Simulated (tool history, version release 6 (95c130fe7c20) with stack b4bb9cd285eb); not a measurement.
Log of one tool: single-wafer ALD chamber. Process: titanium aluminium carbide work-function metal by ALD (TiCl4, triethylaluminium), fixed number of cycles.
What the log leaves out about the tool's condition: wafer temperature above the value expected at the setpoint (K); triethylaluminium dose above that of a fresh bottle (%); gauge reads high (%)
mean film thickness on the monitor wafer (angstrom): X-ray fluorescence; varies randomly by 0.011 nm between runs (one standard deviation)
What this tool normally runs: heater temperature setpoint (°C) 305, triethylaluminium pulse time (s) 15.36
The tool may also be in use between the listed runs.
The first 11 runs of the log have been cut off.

| run | day | heater temperature setpoint (°C) | triethylaluminium pulse time (s) | wafers since the last listed run | hours since the last thermocouple change | hours since the last triethylaluminium bottle change | hours since the showerhead was replaced | hours since the gauge calibration | read-back reference wafer on the same gauge, thickness_nm | mean film thickness on the monitor wafer (angstrom) |
|---|---|---|---|---|---|---|---|---|---|---|
| 12 | 22.246 | 305 | 15.36 | 645 | 2174.1 | 855.1 | 5491.4 | 68.2 | 2.282 | 21.34 |
| 13 | 23.917 | 305 | 15.36 | 400 | 2214.2 | 895.2 | 5531.5 | 108.3 | 2.277 | 21.81 |
| 14 | 25.575 | 313 | 18.41 | 397 | 2254 | 935 | 5571.3 | 148.1 | 2.28 | 22.35 |
| 15 | 28.254 | 314 | 17.96 | 641 | 2318.3 | 999.3 | 5635.6 | 212.4 | 2.274 | 22.4 |
| 16 | 31.079 | 293 | 18.44 | 676 | 2386.1 | 1067.1 | 5703.4 | 280.2 | 2.28 | 20.8 |
| 17 | 33.154 | 310 | 10.43 | 497 | 2435.9 | 1116.9 | 5753.2 | 330 | 2.281 | 21.12 |
|  | 33.704 | triethylaluminium bottle replaced |
| 18 | 34.9 | 305 | 15.36 | 338 | 2477.8 | 28.7 | 5795.1 | 371.9 | 2.276 | 21.8 |
| 19 | 37.571 | 305 | 11.41 | 639 | 2541.9 | 92.8 | 5859.2 | 436 | 2.282 | 21.06 |
|  | 40.304 | showerhead replaced |
| 20 | 40.325 | 300 | 10.74 | 579 | 2608 | 158.9 | 0.5 | 502.1 | 2.278 | 20.65 |
| 21 | 42.179 | 317 | 12.33 | 444 | 2652.5 | 203.4 | 45 | 546.6 | 2.28 | 22.34 |
|  | 45.842 | thermocouple changed; heater temperature recalibrated |
| 22 | 49.133 | 300 | 15.36 | 1585 | 79 | 370.3 | 211.9 | 713.5 | 2.28 | 20.95 |
| 23 | 50.829 | 305 | 15.36 | 406 | 119.7 | 411 | 252.6 | 754.2 | 2.278 | 21.55 |
| 24 | 53.667 | 305 | 15.36 | 679 | 187.8 | 479.1 | 320.7 | 822.3 | 2.286 | 21.61 |
| 25 | 55.196 | 317 | 12.33 | 366 | 224.5 | 515.8 | 357.4 | 859 | 2.283 | 22.33 |
| 26 | 56.925 | 305 | 15.36 | 414 | 266 | 557.3 | 398.9 | 900.5 | 2.277 | 21.6 |
| 27 | 59.771 | 291 | 17.3 | 681 | 334.3 | 625.6 | 467.2 | 968.8 | 2.275 | 20.5 |
|  | 60.717 | gauge calibrated |
| 28 | 62.029 | 305 | 15.36 | 540 | 388.5 | 679.8 | 521.4 | 31.5 | 2.285 | 21.56 |
| 29 | 63.925 | 305 | 11.1 | 454 | 434 | 725.3 | 566.9 | 77 | 2.284 | 21.1 |

Run 30, settings as shown, results not yet in. Your forecast:
| 30 | 65.917 | 292 | 17.7 | 477 | 481.8 | 773.1 | 614.7 | 124.8 | ? | ? |

read-back reference wafer on the same gauge, thickness_nm: 2.276
mean film thickness on the monitor wafer (angstrom): 20.64
Without the tool's hidden state the same run would have given mean film thickness on the monitor wafer (angstrom) 20.64.
